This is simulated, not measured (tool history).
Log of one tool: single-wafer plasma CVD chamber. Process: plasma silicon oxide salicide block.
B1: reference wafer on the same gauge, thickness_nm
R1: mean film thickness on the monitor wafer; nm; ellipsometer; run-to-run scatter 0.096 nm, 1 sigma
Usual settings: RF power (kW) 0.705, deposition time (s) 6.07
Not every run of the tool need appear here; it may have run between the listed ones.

Run 1, hour 0.0: usual settings but deposition time (s) 6.34; B1 70.494. Result: R1 66.730 nm.
Run 2, hour 7.0: usual settings; B1 70.483. Result: R1 64.063 nm.
Run 3, hour 15.6: usual settings; B1 70.500. Result: R1 63.773 nm.
Run 4, hour 24.8: usual settings; B1 70.475. Result: R1 64.125 nm.
Run 5, hour 39.4: usual settings; B1 70.519. Result: R1 63.934 nm.
Run 6, hour 54.5: usual settings but deposition time (s) 6.56; B1 70.520. Result: R1 69.050 nm.
Run 7, hour 70.7: usual settings but deposition time (s) 6.56; B1 70.470. Result: R1 69.006 nm.
Run 8, hour 85.8: usual settings; B1 70.455. Result: R1 64.046 nm.
At hour 94.5: gauge calibrated.
At hour 105.1: showerhead replaced.
Run 9, hour 126.4: usual settings but RF power (kW) 0.785, deposition time (s) 6.63; B1 70.447. Result: R1 71.713 nm.
At hour 147.3: RF generator calibrated.
Run 10, hour 147.8: usual settings but deposition time (s) 6.97; B1 70.512. Result: R1 73.492 nm.
Run 11, hour 155.6: usual settings but RF power (kW) 0.665, deposition time (s) 4.96; B1 70.512. Result: R1 51.637 nm.
Run 12, hour 162.7: usual settings but RF power (kW) 0.820, deposition time (s) 5.62; B1 70.514. Result: R1 61.561 nm.
Run 13, hour 216.0: usual settings but RF power (kW) 0.760; B1 70.537. Result: R1 65.096 nm.
Run 14, hour 224.0: usual settings but RF power (kW) 0.670, deposition time (s) 7.19; B1 70.497. Result: R1 74.963 nm.
Run 15, hour 235.2: usual settings; B1 70.552. Result: R1 63.995 nm.
Run 16, hour 243.1: usual settings but RF power (kW) 0.665, deposition time (s) 7.09; B1 70.471. Result: R1 73.768 nm.

Predict each of these 3 candidate next runs independently; none follows another, all start after run 16:
Run A, hour 243.5: usual settings but deposition time (s) 6.55; B1 ?. Result: R1 ?.
Run B, hour 243.5: usual settings but RF power (kW) 0.595, deposition time (s) 4.92; B1 ?. Result: R1 ?.
Run C, hour 243.5: usual settings but RF power (kW) 0.820, deposition time (s) 6.84; B1 ?. Result: R1 ?.

run      B1      R1
  A  70.494  69.102
  B  70.494  49.939
  C  70.494  74.782
With the hidden condition removed and each run's random variation left untouched, the same runs would have given:
run      R1
  A  69.102
  B  49.939
  C  74.782

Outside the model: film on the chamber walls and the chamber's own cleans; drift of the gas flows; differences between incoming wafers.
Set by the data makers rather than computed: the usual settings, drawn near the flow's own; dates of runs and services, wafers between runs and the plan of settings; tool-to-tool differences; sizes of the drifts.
